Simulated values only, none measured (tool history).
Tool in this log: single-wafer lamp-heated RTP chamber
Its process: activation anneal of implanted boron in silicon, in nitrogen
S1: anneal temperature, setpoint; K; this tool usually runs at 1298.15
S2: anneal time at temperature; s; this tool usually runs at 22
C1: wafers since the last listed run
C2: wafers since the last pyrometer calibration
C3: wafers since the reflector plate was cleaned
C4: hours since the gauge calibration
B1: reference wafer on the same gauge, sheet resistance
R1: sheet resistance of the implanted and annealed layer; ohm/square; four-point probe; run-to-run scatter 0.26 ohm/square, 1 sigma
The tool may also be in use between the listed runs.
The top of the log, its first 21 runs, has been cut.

At hour 1388.2: gauge calibrated.
Run 22, hour 1461.2: usual settings but S1 1319.15 K, S2 31 s; C1 1046; C2 4813; C3 1289; C4 73; B1 184.04. Result: R1 169.17 ohm/square.
At hour 1545.2: pyrometer window cleaned and pyrometer calibrated.
Run 23, hour 1546.1: usual settings but S1 1284.15 K; C1 1067; C2 11; C3 2357; C4 157.9; B1 183.91. Result: R1 174.16 ohm/square.
Run 24, hour 1588.1: usual settings but S1 1274.15 K; C1 583; C2 595; C3 2940; C4 199.9; B1 184.03. Result: R1 175.94 ohm/square.
Run 25, hour 1631.7: usual settings but S1 1277.15 K, S2 33 s; C1 605; C2 1200; C3 3545; C4 243.5; B1 184.03. Result: R1 173.83 ohm/square.
Run 26, hour 1715.2: usual settings but S1 1321.15 K, S2 32 s; C1 1159; C2 2360; C3 4705; C4 327; B1 184. Result: R1 169.02 ohm/square.
Run 27, hour 1760.6: usual settings but S1 1274.15 K, S2 13 s; C1 630; C2 2990; C3 5335; C4 372.4; B1 183.96. Result: R1 176.47 ohm/square.
Run 28, hour 1849.9: usual settings; C1 1240; C2 4230; C3 6575; C4 461.7; B1 184.07. Result: R1 171.92 ohm/square.
Run 29, hour 1943.3: usual settings but S1 1279.15 K, S2 30 s; C1 1296; C2 5527; C3 7872; C4 555.1; B1 184.07. Result: R1 172.29 ohm/square.
At hour 1956.9: pyrometer window cleaned and pyrometer calibrated.
At hour 1985.7: reflector plate cleaned.
Run 30, hour 2004.3: usual settings but S2 16 s; C1 624; C2 546; C3 257; C4 616.1; B1 183.98. Result: R1 172.45 ohm/square.
Run 31, hour 2105.8: usual settings; C1 1409; C2 1956; C3 1667; C4 717.6; B1 183.95. Result: R1 172.11 ohm/square.
Run 32, hour 2169.6: usual settings but S1 1281.15 K; C1 885; C2 2842; C3 2552; C4 781.4; B1 183.99. Result: R1 174.21 ohm/square.
Run 33, hour 2230.9: usual settings; C1 851; C2 3693; C3 3404; C4 842.7; B1 183.96. Result: R1 171.81 ohm/square.

Predict each of these 4 candidate next runs independently; none follows another, all start after run 33:
Run A, hour 2231.3: usual settings; C1 5; C2 3698; C3 3409; C4 843.1; B1 ?. Result: R1 ?.
Run B, hour 2231.3: usual settings but S1 1271.15 K, S2 18 s; C1 5; C2 3698; C3 3409; C4 843.1; B1 ?. Result: R1 ?.
Run C, hour 2231.3: usual settings but S1 1327.15 K, S2 33 s; C1 5; C2 3698; C3 3409; C4 843.1; B1 ?. Result: R1 ?.
Run D, hour 2231.3: usual settings but S1 1322.15 K, S2 31 s; C1 5; C2 3698; C3 3409; C4 843.1; B1 ?. Result: R1 ?.

run      B1      R1
  A  184.09  171.92
  B  184.09  176.44
  C  184.09  168.83
  D  184.09  169.29
With no hidden state in the tool, these same runs would have given:
run      R1
  A  172.39
  B  177.83
  C  169.08
  D  169.56
